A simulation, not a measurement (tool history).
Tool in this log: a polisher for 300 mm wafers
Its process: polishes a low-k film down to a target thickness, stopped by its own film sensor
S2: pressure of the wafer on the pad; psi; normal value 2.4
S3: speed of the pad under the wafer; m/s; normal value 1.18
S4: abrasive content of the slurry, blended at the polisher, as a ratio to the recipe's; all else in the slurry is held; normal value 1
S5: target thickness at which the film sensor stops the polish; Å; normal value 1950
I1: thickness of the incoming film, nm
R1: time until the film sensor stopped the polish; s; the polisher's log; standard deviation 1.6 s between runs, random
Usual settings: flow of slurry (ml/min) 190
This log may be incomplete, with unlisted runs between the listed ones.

Run 1, hour 0: usual settings but flow of slurry (ml/min) 155; I1 263.5. Result: R1 110.9 s.
At hour 19.2: conditioning disc replaced and pad reconditioned.
At hour 21.1: worn pad replaced by a new one.
Run 2, hour 34.6: usual settings; I1 263.6. Result: R1 107.5 s.
Run 3, hour 67.8: usual settings; I1 261.4. Result: R1 104 s.
At hour 86.6: slurry blender recalibrated.
Run 4, hour 100.1: usual settings; I1 256.6. Result: R1 102.6 s.
Run 5, hour 130.8: usual settings but S2 3 psi, S3 1.54 m/s, S4 1.2; I1 259. Result: R1 60.5 s.
Run 6, hour 152.3: usual settings but S2 2.1 psi, S3 1.34 m/s, S5 2150 Å; I1 259.7. Result: R1 71.7 s.
At hour 169: slurry nozzle cleaned.
Run 7, hour 174.5: usual settings; I1 257. Result: R1 97.4 s.
Run 8, hour 187.2: usual settings but flow of slurry (ml/min) 155, S3 1.54 m/s; I1 265.6. Result: R1 94.4 s.
Run 9, hour 204.6: usual settings; I1 257.1. Result: R1 102.1 s.
Run 10, hour 229.9: usual settings; I1 258. Result: R1 101.6 s.
At hour 237.2: worn pad replaced by a new one.
Run 11, hour 242.6: usual settings but S2 2.1 psi, S5 1780 Å; I1 256.6. Result: R1 141.4 s.
At hour 249.7: conditioning disc replaced and pad reconditioned.
Run 12, hour 255.8: usual settings but S3 1.44 m/s; I1 261.7. Result: R1 91.2 s.
Run 13, hour 286.5: usual settings but S2 2 psi; I1 259.9. Result: R1 119.4 s.
At hour 322.2: slurry blender recalibrated.
Run 14, hour 349.4: usual settings but flow of slurry (ml/min) 155, S3 0.92 m/s; I1 258.8. Result: R1 126.1 s.
At hour 356.8: head pressure recalibrated.
Run 15, hour 367.9: usual settings but flow of slurry (ml/min) 220, S2 3.1 psi; I1 260.1. Result: R1 81.5 s.
Run 16, hour 393: usual settings but S5 1850 Å; I1 264.2. Result: R1 127.3 s.
Run 17, hour 423.1: usual settings but S3 1.56 m/s, S5 2100 Å; I1 257.3. Result: R1 59.8 s.

What will run 18 give?
At hour 456.7: worn pad replaced by a new one.
Run 18, hour 459: usual settings but flow of slurry (ml/min) 245; I1 255.1. Result: R1 ?.

{"run 18": {"R1": 94.9}}
Had the tool carried no hidden state, the very same run would have given R1 94.9 s.

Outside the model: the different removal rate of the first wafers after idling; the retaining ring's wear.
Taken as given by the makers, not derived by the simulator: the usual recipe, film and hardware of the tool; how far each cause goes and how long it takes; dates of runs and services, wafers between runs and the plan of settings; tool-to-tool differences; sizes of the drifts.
